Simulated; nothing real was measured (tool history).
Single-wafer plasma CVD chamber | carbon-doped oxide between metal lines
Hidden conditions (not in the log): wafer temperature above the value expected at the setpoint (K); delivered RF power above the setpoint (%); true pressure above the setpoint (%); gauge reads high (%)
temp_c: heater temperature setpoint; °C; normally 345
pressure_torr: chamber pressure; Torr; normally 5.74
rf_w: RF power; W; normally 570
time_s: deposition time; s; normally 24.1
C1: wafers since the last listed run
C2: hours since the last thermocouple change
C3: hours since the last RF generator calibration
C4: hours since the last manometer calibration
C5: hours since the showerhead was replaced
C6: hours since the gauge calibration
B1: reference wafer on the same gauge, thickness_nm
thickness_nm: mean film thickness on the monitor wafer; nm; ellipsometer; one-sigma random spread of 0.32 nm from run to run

Run 1, hour 0: usual settings; C1 0; C2 658.8; C3 1256.3; C4 1905.7; C5 7560; C6 393; B1 131.082. Result: thickness_nm 121.791 nm.
Run 2, hour 186.1: usual settings but pressure_torr 5.19 Torr, rf_w 660 W; C1 2816; C2 844.9; C3 1442.4; C4 2091.8; C5 7746.1; C6 579.1; B1 130.98. Result: thickness_nm 128.638 nm.
Run 3, hour 234.7: usual settings but pressure_torr 5.19 Torr, rf_w 660 W; C1 735; C2 893.5; C3 1491; C4 2140.4; C5 7794.7; C6 627.7; B1 130.982. Result: thickness_nm 128.712 nm.
Run 4, hour 281: usual settings; C1 700; C2 939.8; C3 1537.3; C4 2186.7; C5 7841; C6 674; B1 130.959. Result: thickness_nm 122.098 nm.
Run 5, hour 351.4: usual settings; C1 1065; C2 1010.2; C3 1607.7; C4 2257.1; C5 7911.4; C6 744.4; B1 130.977. Result: thickness_nm 121.774 nm.
Run 6, hour 396.9: usual settings but rf_w 650 W; C1 688; C2 1055.7; C3 1653.2; C4 2302.6; C5 7956.9; C6 789.9; B1 131.104. Result: thickness_nm 129.56 nm.
Run 7, hour 432.6: usual settings but rf_w 650 W; C1 540; C2 1091.4; C3 1688.9; C4 2338.3; C5 7992.6; C6 825.6; B1 131.112. Result: thickness_nm 129.643 nm.
Run 8, hour 469.6: usual settings but rf_w 650 W; C1 559; C2 1128.4; C3 1725.9; C4 2375.3; C5 8029.6; C6 862.6; B1 130.989. Result: thickness_nm 129.838 nm.
Run 9, hour 534.9: usual settings; C1 988; C2 1193.7; C3 1791.2; C4 2440.6; C5 8094.9; C6 927.9; B1 131.012. Result: thickness_nm 121.802 nm.
Run 10, hour 566.2: usual settings but time_s 27.7 s; C1 473; C2 1225; C3 1822.5; C4 2471.9; C5 8126.2; C6 959.2; B1 130.939. Result: thickness_nm 139.401 nm.
At hour 606.5: capacitance manometer re-zeroed and calibrated.
Run 11, hour 626.9: usual settings but time_s 27.7 s; C1 797; C2 1285.7; C3 1883.2; C4 20.4; C5 8186.9; C6 1019.9; B1 130.926. Result: thickness_nm 140.161 nm.
Run 12, hour 662.5: usual settings but pressure_torr 4.66 Torr; C1 538; C2 1321.3; C3 1918.8; C4 56; C5 8222.5; C6 1055.5; B1 130.795. Result: thickness_nm 119.469 nm.
At hour 704.8: gauge calibrated.
Run 13, hour 717.7: usual settings but time_s 28.1 s; C1 835; C2 1376.5; C3 1974; C4 111.2; C5 8277.7; C6 12.9; B1 130.964. Result: thickness_nm 141.974 nm.
Run 14, hour 775.2: usual settings but time_s 22.6 s; C1 870; C2 1434; C3 2031.5; C4 168.7; C5 8335.2; C6 70.4; B1 130.88. Result: thickness_nm 114.026 nm.
Run 15, hour 828.8: usual settings; C1 811; C2 1487.6; C3 2085.1; C4 222.3; C5 8388.8; C6 124; B1 131.036. Result: thickness_nm 121.758 nm.
Run 16, hour 861.2: usual settings; C1 490; C2 1520; C3 2117.5; C4 254.7; C5 8421.2; C6 156.4; B1 130.902. Result: thickness_nm 121.5 nm.
Run 17, hour 1042.8: usual settings but pressure_torr 4.31 Torr; C1 2748; C2 1701.6; C3 2299.1; C4 436.3; C5 8602.8; C6 338; B1 131.031. Result: thickness_nm 117.115 nm.
At hour 1071.7: RF generator calibrated.
At hour 1092.2: thermocouple changed; heater temperature recalibrated.
At hour 1104.1: showerhead replaced.
Run 18, hour 1104.6: usual settings; C1 572; C2 12.4; C3 32.9; C4 498.1; C5 0.5; C6 399.8; B1 130.919. Result: thickness_nm 122.291 nm.
Run 19, hour 1154.3: usual settings but temp_c 336 °C; C1 752; C2 62.1; C3 82.6; C4 547.8; C5 50.2; C6 449.5; B1 130.814. Result: thickness_nm 124.787 nm.
Run 20, hour 1187: usual settings but pressure_torr 5.02 Torr, rf_w 625 W, time_s 20.2 s; C1 494; C2 94.8; C3 115.3; C4 580.5; C5 82.9; C6 482.2; B1 130.937. Result: thickness_nm 105.223 nm.
Run 21, hour 1224.4: usual settings but pressure_torr 6.38 Torr; C1 565; C2 132.2; C3 152.7; C4 617.9; C5 120.3; C6 519.6; B1 130.97. Result: thickness_nm 123.268 nm.
Run 22, hour 1272: usual settings but pressure_torr 6.72 Torr, time_s 19.5 s; C1 720; C2 179.8; C3 200.3; C4 665.5; C5 167.9; C6 567.2; B1 131.12. Result: thickness_nm 99.955 nm.
Run 23, hour 1324.2: usual settings but time_s 28.1 s; C1 789; C2 232; C3 252.5; C4 717.7; C5 220.1; C6 619.4; B1 131.005. Result: thickness_nm 141.022 nm.
Run 24, hour 1379.3: usual settings; C1 833; C2 287.1; C3 307.6; C4 772.8; C5 275.2; C6 674.5; B1 130.991. Result: thickness_nm 121.782 nm.
Run 25, hour 1422: usual settings but pressure_torr 6.67 Torr; C1 646; C2 329.8; C3 350.3; C4 815.5; C5 317.9; C6 717.2; B1 130.942. Result: thickness_nm 123.066 nm.

What differs in the tool's unlogged condition from the final listed run ahead of each entry between runs to the first listed run following it?
Runs 10 to 11: capacitance manometer re-zeroed and calibrated (hour 606.5)
  no hidden state differs between the two runs
Runs 12 to 13: gauge calibrated (hour 704.8)
  no hidden state differs between the two runs
Runs 17 to 18: RF generator calibrated (hour 1071.7); thermocouple changed; heater temperature recalibrated (hour 1092.2); showerhead replaced (hour 1104.1)
  no hidden state differs between the two runs
